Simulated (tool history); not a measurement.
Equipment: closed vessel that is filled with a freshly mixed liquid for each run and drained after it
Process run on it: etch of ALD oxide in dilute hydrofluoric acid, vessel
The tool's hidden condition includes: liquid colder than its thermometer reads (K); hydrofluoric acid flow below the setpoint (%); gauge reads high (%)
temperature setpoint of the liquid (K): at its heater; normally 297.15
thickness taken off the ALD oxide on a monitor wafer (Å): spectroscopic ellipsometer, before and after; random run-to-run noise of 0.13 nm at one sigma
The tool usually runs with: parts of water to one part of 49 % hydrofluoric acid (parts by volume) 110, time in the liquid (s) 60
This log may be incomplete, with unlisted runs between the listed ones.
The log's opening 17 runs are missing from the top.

run    hour  temperature setpoint of the liquid (K)  parts of water to one part of 49 % hydrofluoric acid (parts by volume)  time in the liquid (s)  wafers since the last listed run  hours since the thermometer was replaced  hours since the hydrofluoric acid flow meter was replaced  hours since the gauge calibration  read-back film thickness of the ALD oxide reference wafer, read on the same gauge (nm)  thickness taken off the ALD oxide on a monitor wafer (Å)
 18   884.6                                  293.15                                                                     110                      60                              3598                                    1820.8                                                     1547.8                              755.5                                                                                   39.99                                                     121.3
      900.8  -- thermometer replaced
 19   945.7                                  297.15                                                                     110                      30                              3774                                      44.9                                                     1608.9                              816.6                                                                                   39.97                                                      78.3
      969.6  -- hydrofluoric acid flow meter replaced
 20   973.2                                  300.15                                                                      70                      50                              1664                                      72.4                                                        3.6                              844.1                                                                                   40.04                                                     255.8
 21  1018.6                                  297.15                                                                     110                      75                              2851                                     117.8                                                       49.0                              889.5                                                                                   40.00                                                     206.8
 22  1070.8                                  297.15                                                                     110                      60                              3278                                     170.0                                                      101.2                              941.7                                                                                   40.00                                                     161.4
 23  1109.6                                  293.15                                                                     160                      70                              2436                                     208.8                                                      140.0                              980.5                                                                                   40.02                                                     105.3
 24  1146.2                                  293.65                                                                     110                      60                              2298                                     245.4                                                      176.6                             1017.1                                                                                   40.02                                                     140.8
     1147.5  -- gauge calibrated
 25  1214.8                                  297.15                                                                     110                      60                              4308                                     314.0                                                      245.2                               67.3                                                                                   39.99                                                     160.4
 26  1317.6                                  301.65                                                                      70                      60                              6456                                     416.8                                                      348.0                              170.1                                                                                   39.98                                                     319.8
 27  1388.9                                  297.15                                                                     110                      60                              4478                                     488.1                                                      419.3                              241.4                                                                                   39.98                                                     157.7
 28  1424.5                                  299.65                                                                     165                      40                              2235                                     523.7                                                      454.9                              277.0                                                                                   39.99                                                      72.6
 29  1489.5                                  292.65                                                                     110                      60                              4082                                     588.7                                                      519.9                              342.0                                                                                   39.99                                                     130.9
 30  1524.9                                  297.15                                                                     110                      60                              2223                                     624.1                                                      555.3                              377.4                                                                                   39.99                                                     156.8
 31  1557.5                                  294.65                                                                     135                      70                              2047                                     656.7                                                      587.9                              410.0                                                                                   40.01                                                     130.3
 32  1603.7                                  297.15                                                                     110                      60                              2901                                     702.9                                                      634.1                              456.2                                                                                   40.00                                                     157.0
 33  1665.7                                  292.65                                                                     110                      50                              3894                                     764.9                                                      696.1                              518.2                                                                                   39.98                                                     108.5
 34  1817.6                                  295.15                                                                      95                      35                              9540                                     916.8                                                      848.0                              670.1                                                                                   39.99                                                      97.3

4 ways to go on from here, each from the tool as it stands after run 34. What would each give?
  A  1818.3                                  297.15                                                                     110                      60                                43                                     917.5                                                      848.7                              670.8                                                                                       ?                                                         ?
  B  1818.3                                  297.15                                                                      75                      75                                43                                     917.5                                                      848.7                              670.8                                                                                       ?                                                         ?
  C  1818.3                                  297.15                                                                      70                      45                                43                                     917.5                                                      848.7                              670.8                                                                                       ?                                                         ?
  D  1818.3                                  301.65                                                                      75                      45                                43                                     917.5                                                      848.7                              670.8                                                                                       ?                                                         ?

run  read-back film thickness of the ALD oxide reference wafer, read on the same gauge (nm)  thickness taken off the ALD oxide on a monitor wafer (Å)
  A                                                                                   40.02                                                     152.4
  B                                                                                   40.02                                                     291.8
  C                                                                                   40.02                                                     188.8
  D                                                                                   40.02                                                     209.5
Stripped of hidden state, with their random variation kept, the same runs would have yielded:
run  thickness taken off the ALD oxide on a monitor wafer (Å)
  A                                                     163.6
  B                                                     313.3
  C                                                     202.7
  D                                                     224.7
